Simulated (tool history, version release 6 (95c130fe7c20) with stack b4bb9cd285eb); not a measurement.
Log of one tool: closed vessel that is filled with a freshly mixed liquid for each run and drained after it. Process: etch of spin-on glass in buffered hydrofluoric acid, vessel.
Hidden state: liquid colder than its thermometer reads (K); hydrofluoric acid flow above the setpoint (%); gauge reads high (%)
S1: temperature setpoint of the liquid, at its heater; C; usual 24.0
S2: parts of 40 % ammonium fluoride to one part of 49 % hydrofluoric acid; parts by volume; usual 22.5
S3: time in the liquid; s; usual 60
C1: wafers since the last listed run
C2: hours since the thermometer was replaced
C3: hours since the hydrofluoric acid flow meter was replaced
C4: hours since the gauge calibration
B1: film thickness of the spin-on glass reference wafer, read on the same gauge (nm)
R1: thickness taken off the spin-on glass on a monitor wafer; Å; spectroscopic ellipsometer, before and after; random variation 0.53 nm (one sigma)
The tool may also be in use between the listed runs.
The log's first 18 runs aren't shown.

| run | hour | S1 | S2 | S3 | C1 | C2 | C3 | C4 | B1 | R1 |
|---|---|---|---|---|---|---|---|---|---|---|
| 19 | 510.1 | 22.0 | 22.5 | 60 | 1001 | 137.6 | 165.7 | 763.7 | 50.03 | 817.3 |
| 20 | 536.5 | 24.0 | 22.5 | 80 | 1972 | 164.0 | 192.1 | 790.1 | 50.00 | 1217.1 |
| 21 | 570.2 | 28.0 | 22.5 | 60 | 2517 | 197.7 | 225.8 | 823.8 | 50.01 | 1127.3 |
| 22 | 617.0 | 24.0 | 22.5 | 60 | 3496 | 244.5 | 272.6 | 870.6 | 50.02 | 911.1 |
| 23 | 634.6 | 24.0 | 22.5 | 60 | 1314 | 262.1 | 290.2 | 888.2 | 49.98 | 915.4 |
|  | 641.3 | gauge calibrated |
| 24 | 667.8 | 24.0 | 18.0 | 30 | 2480 | 295.3 | 323.4 | 26.5 | 50.00 | 549.5 |
| 25 | 680.9 | 24.0 | 28.0 | 60 | 978 | 308.4 | 336.5 | 39.6 | 49.98 | 785.1 |
| 26 | 704.9 | 24.0 | 30.0 | 60 | 1793 | 332.4 | 360.5 | 63.6 | 50.01 | 744.8 |
| 27 | 720.1 | 22.5 | 27.5 | 60 | 1135 | 347.6 | 375.7 | 78.8 | 49.96 | 725.4 |
| 28 | 733.1 | 28.5 | 19.5 | 80 | 971 | 360.6 | 388.7 | 91.8 | 50.02 | 1730.4 |
| 29 | 759.1 | 28.0 | 22.5 | 45 | 1942 | 386.6 | 414.7 | 117.8 | 50.00 | 844.2 |
| 30 | 851.8 | 24.0 | 22.5 | 85 | 6925 | 479.3 | 507.4 | 210.5 | 50.01 | 1279.1 |
| 31 | 876.5 | 28.5 | 22.5 | 60 | 1845 | 504.0 | 532.1 | 235.2 | 49.99 | 1170.6 |
| 32 | 891.6 | 27.0 | 18.5 | 60 | 1128 | 519.1 | 547.2 | 250.3 | 50.01 | 1252.8 |
| 33 | 914.6 | 24.0 | 22.5 | 60 | 1718 | 542.1 | 570.2 | 273.3 | 50.02 | 908.1 |

5 ways to go on from here, each from the tool as it stands after run 33. What would each give?
| A | 915.3 | 25.5 | 22.5 | 60 | 52 | 542.8 | 570.9 | 274.0 | ? | ? |
| B | 915.3 | 21.0 | 30.0 | 45 | 52 | 542.8 | 570.9 | 274.0 | ? | ? |
| C | 915.3 | 24.0 | 14.5 | 60 | 52 | 542.8 | 570.9 | 274.0 | ? | ? |
| D | 915.3 | 21.0 | 22.5 | 60 | 52 | 542.8 | 570.9 | 274.0 | ? | ? |
| E | 915.3 | 24.0 | 18.0 | 45 | 52 | 542.8 | 570.9 | 274.0 | ? | ? |

| run | B1 | R1 |
|---|---|---|
| A | 49.99 | 987.8 |
| B | 49.99 | 474.0 |
| C | 49.99 | 1354.7 |
| D | 49.99 | 771.0 |
| E | 49.99 | 821.3 |
Without the tool's hidden state the same runs would have given:
| run | R1 |
|---|---|
| A | 987.8 |
| B | 474.0 |
| C | 1354.7 |
| D | 771.0 |
| E | 821.3 |
